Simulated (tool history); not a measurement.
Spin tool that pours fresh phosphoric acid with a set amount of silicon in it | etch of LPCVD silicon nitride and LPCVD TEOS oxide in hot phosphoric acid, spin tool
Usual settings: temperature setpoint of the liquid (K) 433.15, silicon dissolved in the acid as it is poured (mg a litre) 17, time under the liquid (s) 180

run,day,temperature setpoint of the liquid (K),silicon dissolved in the acid as it is poured (mg a litre),time under the liquid (s),wafers since the last listed run,hours since the thermometer was replaced,hours since the dissolved silicon flow meter was replaced,hours since the heated supply line was repaired,hours since the gauge calibration,"read-back film thickness of the LPCVD silicon nitride reference wafer, read on the same gauge (nm)","read-back film thickness of the LPCVD TEOS oxide reference wafer, read on the same gauge (nm)",thickness taken off the LPCVD silicon nitride on a monitor wafer (angstrom),thickness taken off the LPCVD TEOS oxide on a monitor wafer (angstrom)
1,0,433.15,17,180,0,1355.7,1260.6,184.2,236.2,29.95,39.982,147.6,7.9
2,1.946,433.15,17,180,432,1402.4,1307.3,230.9,282.9,29.96,39.986,148.6,7.47
3,4.15,434.65,17,260,489,1455.3,1360.2,283.8,335.8,30.02,39.976,222.9,12.49
4,5.7,434.65,17,180,344,1492.5,1397.4,321,373,30.01,39.993,154.5,8.81
# day 7.796: dissolved silicon flow meter replaced
5,8.429,433.15,17,180,597,1558,15.2,386.5,438.5,29.99,40.029,145.4,7.84
6,10.325,433.15,17,180,421,1603.5,60.7,432,484,30.01,39.986,145.6,7.59
7,12.438,431.65,9,150,469,1654.2,111.4,482.7,534.7,29.97,39.984,118.4,6.84
8,14.1,433.15,10.5,180,369,1694.1,151.3,522.6,574.6,29.99,40.035,149.5,9.27
9,20.379,435.15,17,180,1395,1844.8,302,673.3,725.3,30,40.023,159,9.66
10,22.654,431.65,27.5,145,505,1899.4,356.6,727.9,779.9,30,39.988,112.5,4.15
# day 24.296: thermometer replaced
11,24.671,433.15,17,280,439,9,405,776.3,828.3,30,39.993,226,11.44
12,26.188,433.15,17,180,337,45.4,441.4,812.7,864.7,30.01,39.998,145.2,7.3
13,29.138,433.15,17,180,655,116.2,512.2,883.5,935.5,29.99,40.013,145.1,7.03
14,30.358,434.15,17,180,271,145.5,541.5,912.8,964.8,30.01,39.988,149.4,7.69
15,31.554,433.15,11,180,265,174.2,570.2,941.5,993.5,30.02,40.022,147.1,8.71
16,34.546,433.15,17,180,664,246,642,1013.3,1065.3,30.05,39.975,146,7.56
17,42.4,436.15,12.5,100,1745,434.5,830.5,1201.8,1253.8,30,39.992,88.7,5.9
18,44.9,433.15,17,145,555,494.5,890.5,1261.8,1313.8,30.01,40.006,117,5.62
19,47.612,430.15,23,105,602,559.6,955.6,1326.9,1378.9,30.03,40.01,76.7,3.09
20,49.525,433.15,17,180,425,605.5,1001.5,1372.8,1424.8,29.94,39.997,144.1,7.76
21,50.842,433.15,17,180,292,637.1,1033.1,1404.4,1456.4,29.99,39.971,144.3,7.85
22,52.642,431.15,17,95,400,680.3,1076.3,1447.6,1499.6,30.01,39.996,72.3,3.43

Forecast each of these 4 alternatives for the next run:
A,52.662,430.15,17,180,4,680.8,1076.8,1448.1,1500.1,?,?,?,?
B,52.662,435.15,25,125,4,680.8,1076.8,1448.1,1500.1,?,?,?,?
C,52.662,433.15,12,230,4,680.8,1076.8,1448.1,1500.1,?,?,?,?
D,52.662,433.15,17,240,4,680.8,1076.8,1448.1,1500.1,?,?,?,?

run,"read-back film thickness of the LPCVD silicon nitride reference wafer, read on the same gauge (nm)","read-back film thickness of the LPCVD TEOS oxide reference wafer, read on the same gauge (nm)",thickness taken off the LPCVD silicon nitride on a monitor wafer (angstrom),thickness taken off the LPCVD TEOS oxide on a monitor wafer (angstrom)
A,29.99,39.992,133.4,6.13
B,29.99,39.992,109.5,4.87
C,29.99,39.992,188.6,11.09
D,29.99,39.992,196.8,10.23
Without the tool's hidden state the same runs would have given:
run,thickness taken off the LPCVD silicon nitride on a monitor wafer (angstrom),thickness taken off the LPCVD TEOS oxide on a monitor wafer (angstrom)
A,131.5,5.95
B,108.1,4.73
C,186,10.76
D,194.1,9.92
